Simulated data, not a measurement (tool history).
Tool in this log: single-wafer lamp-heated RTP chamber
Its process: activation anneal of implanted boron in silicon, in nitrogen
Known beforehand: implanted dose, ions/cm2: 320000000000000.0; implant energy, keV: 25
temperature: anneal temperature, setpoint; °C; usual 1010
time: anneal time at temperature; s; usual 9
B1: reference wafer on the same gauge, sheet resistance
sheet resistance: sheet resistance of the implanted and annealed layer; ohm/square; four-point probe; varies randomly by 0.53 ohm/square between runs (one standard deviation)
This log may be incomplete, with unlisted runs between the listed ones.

{"run": 1, "day": 0.0, "temperature": 1010, "time": 6, "B1": 302.03, "sheet resistance": 289.32}
{"day": 0.988, "done": "reflector plate cleaned"}
{"run": 2, "day": 1.804, "temperature": 1010, "time": 6, "B1": 301.97, "sheet resistance": 291.22}
{"run": 3, "day": 3.35, "temperature": 1010, "time": 13, "B1": 301.79, "sheet resistance": 289.74}
{"run": 4, "day": 5.175, "temperature": 1010, "time": 13, "B1": 301.84, "sheet resistance": 288.39}
{"run": 5, "day": 6.204, "temperature": 1010, "time": 13, "B1": 301.79, "sheet resistance": 288.7}
{"day": 8.871, "done": "pyrometer window cleaned and pyrometer calibrated"}
{"run": 6, "day": 8.958, "temperature": 1010, "time": 5, "B1": 302.09, "sheet resistance": 291.23}
{"run": 7, "day": 11.229, "temperature": 1010, "time": 5, "B1": 301.96, "sheet resistance": 291.2}
{"run": 8, "day": 12.788, "temperature": 1010, "time": 9, "B1": 301.88, "sheet resistance": 289.05}
{"run": 9, "day": 15.421, "temperature": 998, "time": 12, "B1": 302.13, "sheet resistance": 290.73}
{"day": 15.754, "done": "gauge calibrated"}
{"day": 17.062, "done": "reflector plate cleaned"}
{"run": 10, "day": 18.375, "temperature": 994, "time": 14, "B1": 301.85, "sheet resistance": 294.15}
{"day": 18.933, "done": "pyrometer window cleaned and pyrometer calibrated"}
{"run": 11, "day": 19.446, "temperature": 984, "time": 14, "B1": 301.91, "sheet resistance": 302.26}
{"run": 12, "day": 21.604, "temperature": 1010, "time": 9, "B1": 302, "sheet resistance": 290.32}
{"run": 13, "day": 23.796, "temperature": 1024, "time": 14, "B1": 302.03, "sheet resistance": 285.93}
{"run": 14, "day": 28.367, "temperature": 1018, "time": 5, "B1": 301.94, "sheet resistance": 288.15}

Each row is a separate what-if for the run after 14, all from the same tool condition, not one after another. Results?
{"run": "A", "day": 28.383, "temperature": 1027, "time": 9, "B1": "?", "sheet resistance": "?"}
{"run": "B", "day": 28.383, "temperature": 1002, "time": 13, "B1": "?", "sheet resistance": "?"}
{"run": "C", "day": 28.383, "temperature": 984, "time": 13, "B1": "?", "sheet resistance": "?"}
{"run": "D", "day": 28.383, "temperature": 999, "time": 12, "B1": "?", "sheet resistance": "?"}
{"run": "E", "day": 28.383, "temperature": 996, "time": 4, "B1": "?", "sheet resistance": "?"}

run=A B1=302.14 sheet_resistance=286.57
run=B B1=302.14 sheet_resistance=290.03
run=C B1=302.14 sheet_resistance=299.02
run=D B1=302.14 sheet_resistance=291.28
run=E B1=302.14 sheet_resistance=296.83
Without the tool's hidden state the same runs would have given:
run=A sheet_resistance=287.27
run=B sheet_resistance=292.13
run=C sheet_resistance=304.32
run=D sheet_resistance=293.84
run=E sheet_resistance=300.57
